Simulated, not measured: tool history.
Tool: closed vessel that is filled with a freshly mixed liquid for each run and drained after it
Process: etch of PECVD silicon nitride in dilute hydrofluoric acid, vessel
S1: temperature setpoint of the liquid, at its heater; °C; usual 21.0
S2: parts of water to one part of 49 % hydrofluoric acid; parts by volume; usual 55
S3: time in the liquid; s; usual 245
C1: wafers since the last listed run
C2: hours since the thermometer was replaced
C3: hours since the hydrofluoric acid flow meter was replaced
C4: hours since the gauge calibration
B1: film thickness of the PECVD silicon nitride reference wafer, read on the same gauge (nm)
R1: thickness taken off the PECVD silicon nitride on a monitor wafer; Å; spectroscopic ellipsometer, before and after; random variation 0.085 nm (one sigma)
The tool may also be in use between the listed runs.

{"run": 1, "hour": 0.0, "S1": 19.0, "S2": 55, "S3": 285, "C1": 0, "C2": 243.2, "C3": 703.8, "C4": 889.1, "B1": 69.99, "R1": 154.7}
{"hour": 14.1, "done": "hydrofluoric acid flow meter replaced"}
{"run": 2, "hour": 74.1, "S1": 21.0, "S2": 55, "S3": 245, "C1": 5893, "C2": 317.3, "C3": 60.0, "C4": 963.2, "B1": 69.99, "R1": 154.5}
{"run": 3, "hour": 180.8, "S1": 21.0, "S2": 55, "S3": 245, "C1": 8602, "C2": 424.0, "C3": 166.7, "C4": 1069.9, "B1": 70.02, "R1": 154.7}
{"run": 4, "hour": 242.7, "S1": 21.0, "S2": 55, "S3": 245, "C1": 4990, "C2": 485.9, "C3": 228.6, "C4": 1131.8, "B1": 70.0, "R1": 154.5}
{"run": 5, "hour": 320.3, "S1": 21.0, "S2": 55, "S3": 320, "C1": 6256, "C2": 563.5, "C3": 306.2, "C4": 1209.4, "B1": 69.97, "R1": 203.3}
{"hour": 382.4, "done": "thermometer replaced"}
{"run": 6, "hour": 420.2, "S1": 21.0, "S2": 55, "S3": 320, "C1": 7973, "C2": 37.8, "C3": 406.1, "C4": 1309.3, "B1": 70.0, "R1": 196.0}
{"run": 7, "hour": 640.4, "S1": 21.0, "S2": 55, "S3": 320, "C1": 17753, "C2": 258.0, "C3": 626.3, "C4": 1529.5, "B1": 70.03, "R1": 198.3}
{"run": 8, "hour": 705.8, "S1": 22.5, "S2": 55, "S3": 200, "C1": 5272, "C2": 323.4, "C3": 691.7, "C4": 1594.9, "B1": 70.02, "R1": 136.9}
{"hour": 771.6, "done": "hydrofluoric acid flow meter replaced"}
{"run": 9, "hour": 802.5, "S1": 22.5, "S2": 55, "S3": 200, "C1": 7715, "C2": 420.1, "C3": 30.9, "C4": 1691.6, "B1": 69.98, "R1": 137.4}
{"run": 10, "hour": 971.3, "S1": 22.5, "S2": 55, "S3": 200, "C1": 13609, "C2": 588.9, "C3": 199.7, "C4": 1860.4, "B1": 70.0, "R1": 139.0}
{"run": 11, "hour": 1065.1, "S1": 21.0, "S2": 55, "S3": 245, "C1": 7562, "C2": 682.7, "C3": 293.5, "C4": 1954.2, "B1": 70.0, "R1": 154.3}
{"hour": 1088.0, "done": "thermometer replaced"}
{"run": 12, "hour": 1139.2, "S1": 21.0, "S2": 55, "S3": 245, "C1": 5893, "C2": 51.2, "C3": 367.6, "C4": 2028.3, "B1": 70.0, "R1": 152.4}
{"run": 13, "hour": 1226.1, "S1": 21.0, "S2": 55, "S3": 245, "C1": 7006, "C2": 138.1, "C3": 454.5, "C4": 2115.2, "B1": 70.01, "R1": 153.1}
{"run": 14, "hour": 1282.5, "S1": 21.0, "S2": 55, "S3": 245, "C1": 4547, "C2": 194.5, "C3": 510.9, "C4": 2171.6, "B1": 70.03, "R1": 150.8}
{"run": 15, "hour": 1381.5, "S1": 21.0, "S2": 55, "S3": 245, "C1": 7981, "C2": 293.5, "C3": 609.9, "C4": 2270.6, "B1": 69.99, "R1": 151.6}
{"run": 16, "hour": 1425.7, "S1": 21.0, "S2": 55, "S3": 315, "C1": 3563, "C2": 337.7, "C3": 654.1, "C4": 2314.8, "B1": 70.01, "R1": 197.6}
{"hour": 1459.3, "done": "gauge calibrated"}
{"run": 17, "hour": 1487.3, "S1": 19.5, "S2": 65, "S3": 100, "C1": 4966, "C2": 399.3, "C3": 715.7, "C4": 28.0, "B1": 69.99, "R1": 48.6}
{"hour": 1489.4, "done": "hydrofluoric acid flow meter replaced"}
{"run": 18, "hour": 1533.6, "S1": 17.5, "S2": 35, "S3": 245, "C1": 3652, "C2": 445.6, "C3": 44.2, "C4": 74.3, "B1": 70.0, "R1": 187.9}
{"run": 19, "hour": 1642.0, "S1": 23.5, "S2": 85, "S3": 105, "C1": 8739, "C2": 554.0, "C3": 152.6, "C4": 182.7, "B1": 70.01, "R1": 51.4}
{"hour": 1671.4, "done": "thermometer replaced"}
{"run": 20, "hour": 1743.9, "S1": 21.0, "S2": 55, "S3": 320, "C1": 8135, "C2": 72.5, "C3": 254.5, "C4": 284.6, "B1": 70.01, "R1": 197.9}
{"run": 21, "hour": 1798.7, "S1": 21.0, "S2": 55, "S3": 390, "C1": 4418, "C2": 127.3, "C3": 309.3, "C4": 339.4, "B1": 69.99, "R1": 240.3}
{"run": 22, "hour": 1890.0, "S1": 17.0, "S2": 30, "S3": 115, "C1": 7361, "C2": 218.6, "C3": 400.6, "C4": 430.7, "B1": 70.01, "R1": 97.2}
{"run": 23, "hour": 1955.6, "S1": 17.0, "S2": 55, "S3": 245, "C1": 5289, "C2": 284.2, "C3": 466.2, "C4": 496.3, "B1": 69.98, "R1": 115.3}
{"run": 24, "hour": 2007.8, "S1": 21.0, "S2": 55, "S3": 245, "C1": 4208, "C2": 336.4, "C3": 518.4, "C4": 548.5, "B1": 70.01, "R1": 152.9}
{"run": 25, "hour": 2061.1, "S1": 25.0, "S2": 65, "S3": 290, "C1": 4297, "C2": 389.7, "C3": 571.7, "C4": 601.8, "B1": 69.98, "R1": 201.8}
{"run": 26, "hour": 2128.9, "S1": 21.0, "S2": 45, "S3": 245, "C1": 5466, "C2": 457.5, "C3": 639.5, "C4": 669.6, "B1": 70.05, "R1": 189.3}
{"run": 27, "hour": 2167.2, "S1": 21.0, "S2": 65, "S3": 245, "C1": 3087, "C2": 495.8, "C3": 677.8, "C4": 707.9, "B1": 70.0, "R1": 132.6}
{"hour": 2193.7, "done": "hydrofluoric acid flow meter replaced"}
{"run": 28, "hour": 2225.5, "S1": 21.0, "S2": 65, "S3": 300, "C1": 4619, "C2": 554.1, "C3": 31.8, "C4": 766.2, "B1": 69.98, "R1": 160.6}
{"hour": 2274.9, "done": "thermometer replaced"}
{"run": 29, "hour": 2327.4, "S1": 25.5, "S2": 85, "S3": 170, "C1": 8135, "C2": 52.5, "C3": 133.7, "C4": 868.1, "B1": 70.03, "R1": 93.3}
{"run": 30, "hour": 2366.3, "S1": 21.0, "S2": 55, "S3": 245, "C1": 3136, "C2": 91.4, "C3": 172.6, "C4": 907.0, "B1": 70.01, "R1": 151.3}

Hidden state at the last listed run before each entry between runs and at the first one after, where it differs:
Between runs 1 and 2: hydrofluoric acid flow meter replaced (hour 14.1)
  liquid hotter than its thermometer reads (K): 0.175 -> 0.217
  measured less the result without the state, R1: +1.9 -> +2.3 Å
Between runs 5 and 6: thermometer replaced (hour 382.4)
  liquid hotter than its thermometer reads (K): 0.356 -> 0.0277
  measured less the result without the state, R1: +4.9 -> +0.4 Å
Between runs 8 and 9: hydrofluoric acid flow meter replaced (hour 771.6)
  liquid hotter than its thermometer reads (K): 0.189 -> 0.243
  measured less the result without the state, R1: +1.7 -> +2.2 Å
Between runs 11 and 12: thermometer replaced (hour 1088.0)
  liquid hotter than its thermometer reads (K): 0.391 -> 0.0867
  measured less the result without the state, R1: +4.1 -> +1.0 Å
Between runs 16 and 17: gauge calibrated (hour 1459.3)
  liquid hotter than its thermometer reads (K): 0.248 -> 0.283
  measured less the result without the state, R1: +3.3 -> +0.9 Å
Between runs 17 and 18: hydrofluoric acid flow meter replaced (hour 1489.4)
  liquid hotter than its thermometer reads (K): 0.283 -> 0.309
  measured less the result without the state, R1: +0.9 -> +4.1 Å
Between runs 19 and 20: thermometer replaced (hour 1671.4)
  liquid hotter than its thermometer reads (K): 0.37 -> 0.0482
  measured less the result without the state, R1: +1.2 -> +0.7 Å
Between runs 27 and 28: hydrofluoric acid flow meter replaced (hour 2193.7)
  liquid hotter than its thermometer reads (K): 0.287 -> 0.32
  measured less the result without the state, R1: +2.6 -> +3.5 Å
Between runs 28 and 29: thermometer replaced (hour 2274.9)
  liquid hotter than its thermometer reads (K): 0.32 -> 0.069
  measured less the result without the state, R1: +3.5 -> +0.5 Å
